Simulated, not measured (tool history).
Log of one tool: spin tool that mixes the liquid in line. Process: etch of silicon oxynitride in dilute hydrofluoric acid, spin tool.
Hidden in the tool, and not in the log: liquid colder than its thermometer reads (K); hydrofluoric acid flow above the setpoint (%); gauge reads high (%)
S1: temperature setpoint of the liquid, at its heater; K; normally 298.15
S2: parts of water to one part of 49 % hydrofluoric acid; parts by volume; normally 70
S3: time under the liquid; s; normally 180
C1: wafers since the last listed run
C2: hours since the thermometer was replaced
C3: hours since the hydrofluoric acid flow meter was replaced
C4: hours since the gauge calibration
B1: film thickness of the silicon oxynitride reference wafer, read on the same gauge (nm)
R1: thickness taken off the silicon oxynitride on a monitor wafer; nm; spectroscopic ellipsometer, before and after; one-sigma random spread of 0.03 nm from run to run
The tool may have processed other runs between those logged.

| run | hour | S1 | S2 | S3 | C1 | C2 | C3 | C4 | B1 | R1 |
|---|---|---|---|---|---|---|---|---|---|---|
| 1 | 0 | 298.15 | 90 | 180 | 0 | 2336.3 | 220.7 | 23.3 | 39.99 | 4.36 |
| 2 | 12.3 | 298.15 | 90 | 180 | 56 | 2348.6 | 233 | 35.6 | 40.02 | 4.36 |
| 3 | 29.3 | 300.65 | 70 | 180 | 78 | 2365.6 | 250 | 52.6 | 40.04 | 6.5 |
| 4 | 37.9 | 300.65 | 70 | 180 | 39 | 2374.2 | 258.6 | 61.2 | 39.96 | 6.42 |
| 5 | 44.1 | 298.15 | 70 | 260 | 28 | 2380.4 | 264.8 | 67.4 | 39.98 | 8.21 |
| 6 | 56.4 | 298.15 | 70 | 140 | 56 | 2392.7 | 277.1 | 79.7 | 39.99 | 4.49 |
| 7 | 73.8 | 298.15 | 70 | 140 | 80 | 2410.1 | 294.5 | 97.1 | 40.05 | 4.5 |
| 8 | 82 | 298.15 | 70 | 180 | 37 | 2418.3 | 302.7 | 105.3 | 39.98 | 5.81 |
| 9 | 95.4 | 298.15 | 70 | 135 | 61 | 2431.7 | 316.1 | 118.7 | 39.97 | 4.34 |
|  | 96.7 | thermometer replaced |
| 10 | 106 | 298.15 | 70 | 135 | 44 | 9.3 | 326.7 | 129.3 | 40 | 4.4 |

Run 11 has not been measured yet. What should we expect?
| 11 | 114.4 | 298.15 | 70 | 180 | 38 | 17.7 | 335.1 | 137.7 | ? | ? |

{"run 11": {"B1": 40.01, "R1": 5.88}}
Without the tool's hidden state the same run would have given R1 5.32 nm.
